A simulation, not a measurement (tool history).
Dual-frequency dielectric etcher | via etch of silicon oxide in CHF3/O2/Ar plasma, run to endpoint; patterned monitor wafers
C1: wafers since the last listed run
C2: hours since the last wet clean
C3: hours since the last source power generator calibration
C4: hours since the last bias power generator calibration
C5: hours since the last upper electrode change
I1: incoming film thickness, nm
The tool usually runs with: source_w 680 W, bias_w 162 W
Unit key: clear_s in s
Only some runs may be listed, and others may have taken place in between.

Run 1, hour 0: usual settings but source_w 710 W; C1 0; C2 301; C3 1802; C4 1999; C5 3351.7; I1 564.4. Result: clear_s 289.4 s.
Run 2, hour 36.8: usual settings but source_w 590 W, bias_w 144 W; C1 141; C2 337.8; C3 1838.8; C4 2035.8; C5 3388.5; I1 562.9. Result: clear_s 324.6 s.
Run 3, hour 68.6: usual settings but source_w 560 W; C1 121; C2 369.6; C3 1870.6; C4 2067.6; C5 3420.3; I1 561.8. Result: clear_s 328.7 s.
Run 4, hour 94.6: usual settings; C1 99; C2 395.6; C3 1896.6; C4 2093.6; C5 3446.3; I1 571.1. Result: clear_s 303.1 s.
Run 5, hour 136.9: usual settings; C1 162; C2 437.9; C3 1938.9; C4 2135.9; C5 3488.6; I1 564.5. Result: clear_s 301.6 s.
Run 6, hour 181.8: usual settings; C1 172; C2 482.8; C3 1983.8; C4 2180.8; C5 3533.5; I1 563.8. Result: clear_s 301.7 s.
Run 7, hour 239.5: usual settings; C1 221; C2 540.5; C3 2041.5; C4 2238.5; C5 3591.2; I1 561.7. Result: clear_s 303.2 s.
Run 8, hour 291.2: usual settings; C1 198; C2 592.2; C3 2093.2; C4 2290.2; C5 3642.9; I1 563.5. Result: clear_s 306.4 s.
At hour 333.4: wet clean of the chamber.
Run 9, hour 341.2: usual settings but source_w 610 W; C1 99; C2 7.8; C3 2143.2; C4 2340.2; C5 3692.9; I1 563. Result: clear_s 306.1 s.
Run 10, hour 377.4: usual settings but source_w 610 W; C1 138; C2 44; C3 2179.4; C4 2376.4; C5 3729.1; I1 562.7. Result: clear_s 308.2 s.
At hour 382.8: source power generator calibrated.
At hour 402.9: upper electrode replaced, of another model than before.
Run 11, hour 440.5: usual settings but source_w 610 W; C1 149; C2 107.1; C3 57.7; C4 2439.5; C5 37.6; I1 562.5. Result: clear_s 313.1 s.
Run 12, hour 475.1: usual settings but bias_w 147 W; C1 132; C2 141.7; C3 92.3; C4 2474.1; C5 72.2; I1 571.2. Result: clear_s 300.7 s.
At hour 535.9: bias power generator calibrated.
Run 13, hour 540.6: usual settings; C1 235; C2 207.2; C3 157.8; C4 4.7; C5 137.7; I1 566.4. Result: clear_s 299.4 s.
Run 14, hour 565: usual settings; C1 93; C2 231.6; C3 182.2; C4 29.1; C5 162.1; I1 565.6. Result: clear_s 295.4 s.
Run 15, hour 634.6: usual settings; C1 266; C2 301.2; C3 251.8; C4 98.7; C5 231.7; I1 564.2. Result: clear_s 298.6 s.
Run 16, hour 681.1: usual settings but bias_w 188 W; C1 178; C2 347.7; C3 298.3; C4 145.2; C5 278.2; I1 565.9. Result: clear_s 293.9 s.
Run 17, hour 707.7: usual settings but source_w 730 W, bias_w 131 W; C1 101; C2 374.3; C3 324.9; C4 171.8; C5 304.8; I1 565.9. Result: clear_s 295.6 s.
Run 18, hour 774.5: usual settings but bias_w 197 W; C1 256; C2 441.1; C3 391.7; C4 238.6; C5 371.6; I1 568.5. Result: clear_s 295.6 s.
Run 19, hour 823.8: usual settings but source_w 760 W, bias_w 198 W; C1 188; C2 490.4; C3 441; C4 287.9; C5 420.9; I1 566.9. Result: clear_s 275.6 s.
At hour 879.6: wet clean of the chamber.
Run 20, hour 880.1: usual settings; C1 123; C2 0.5; C3 497.3; C4 344.2; C5 477.2; I1 571.1. Result: clear_s 292.3 s.
Run 21, hour 932.4: usual settings but source_w 590 W, bias_w 179 W; C1 200; C2 52.8; C3 549.6; C4 396.5; C5 529.5; I1 566.2. Result: clear_s 321.4 s.
Run 22, hour 973.9: usual settings but source_w 720 W, bias_w 139 W; C1 159; C2 94.3; C3 591.1; C4 438; C5 571; I1 558.4. Result: clear_s 283.8 s.
Run 23, hour 1022.2: usual settings but source_w 850 W, bias_w 132 W; C1 185; C2 142.6; C3 639.4; C4 486.3; C5 619.3; I1 562.9. Result: clear_s 260.2 s.
Run 24, hour 1086.6: usual settings but source_w 850 W, bias_w 131 W; C1 246; C2 207; C3 703.8; C4 550.7; C5 683.7; I1 563.4. Result: clear_s 265 s.
Run 25, hour 1141.3: usual settings but bias_w 198 W; C1 209; C2 261.7; C3 758.5; C4 605.4; C5 738.4; I1 568.9. Result: clear_s 288.4 s.
Run 26, hour 1166.3: usual settings but source_w 730 W, bias_w 131 W; C1 95; C2 286.7; C3 783.5; C4 630.4; C5 763.4; I1 565.6. Result: clear_s 297.4 s.
Run 27, hour 1209.9: usual settings but source_w 730 W, bias_w 149 W; C1 167; C2 330.3; C3 827.1; C4 674; C5 807; I1 567.1. Result: clear_s 290.7 s.
Run 28, hour 1242.4: usual settings but source_w 540 W, bias_w 185 W; C1 124; C2 362.8; C3 859.6; C4 706.5; C5 839.5; I1 563.9. Result: clear_s 352.1 s.
Run 29, hour 1309.2: usual settings; C1 256; C2 429.6; C3 926.4; C4 773.3; C5 906.3; I1 567.5. Result: clear_s 304.7 s.
Run 30, hour 1377.5: usual settings but source_w 580 W; C1 261; C2 497.9; C3 994.7; C4 841.6; C5 974.6; I1 571.1. Result: clear_s 347.4 s.
Run 31, hour 1412.7: usual settings; C1 134; C2 533.1; C3 1029.9; C4 876.8; C5 1009.8; I1 562. Result: clear_s 301.2 s.
Run 32, hour 1442.8: usual settings; C1 115; C2 563.2; C3 1060; C4 906.9; C5 1039.9; I1 563.7. Result: clear_s 308.5 s.
At hour 1509.4: wet clean of the chamber.
Run 33, hour 1509.9: usual settings but source_w 720 W, bias_w 140 W; C1 165; C2 0.5; C3 1127.1; C4 974; C5 1107; I1 568.7. Result: clear_s 286.3 s.
Run 34, hour 1563.6: usual settings but source_w 780 W, bias_w 135 W; C1 205; C2 54.2; C3 1180.8; C4 1027.7; C5 1160.7; I1 566.9. Result: clear_s 273.2 s.
Run 35, hour 1597.8: usual settings but source_w 830 W, bias_w 188 W; C1 131; C2 88.4; C3 1215; C4 1061.9; C5 1194.9; I1 565.8. Result: clear_s 250.2 s.

Here are 4 independent what-if runs from the current tool condition. What would each one return?
Run A, hour 1598.3: usual settings; C1 1; C2 88.9; C3 1215.5; C4 1062.4; C5 1195.4; I1 565.8. Result: clear_s ?.
Run B, hour 1598.3: usual settings but source_w 610 W, bias_w 128 W; C1 1; C2 88.9; C3 1215.5; C4 1062.4; C5 1195.4; I1 565.8. Result: clear_s ?.
Run C, hour 1598.3: usual settings but source_w 760 W, bias_w 202 W; C1 1; C2 88.9; C3 1215.5; C4 1062.4; C5 1195.4; I1 565.8. Result: clear_s ?.
Run D, hour 1598.3: usual settings but source_w 740 W, bias_w 136 W; C1 1; C2 88.9; C3 1215.5; C4 1062.4; C5 1195.4; I1 565.8. Result: clear_s ?.

run  clear_s
  A    290.1
  B    325.3
  C    259.5
  D    280.6
What these runs would have given with no unlogged condition in the tool:
run  clear_s
  A    287.6
  B    322.5
  C    257.3
  D    278.2

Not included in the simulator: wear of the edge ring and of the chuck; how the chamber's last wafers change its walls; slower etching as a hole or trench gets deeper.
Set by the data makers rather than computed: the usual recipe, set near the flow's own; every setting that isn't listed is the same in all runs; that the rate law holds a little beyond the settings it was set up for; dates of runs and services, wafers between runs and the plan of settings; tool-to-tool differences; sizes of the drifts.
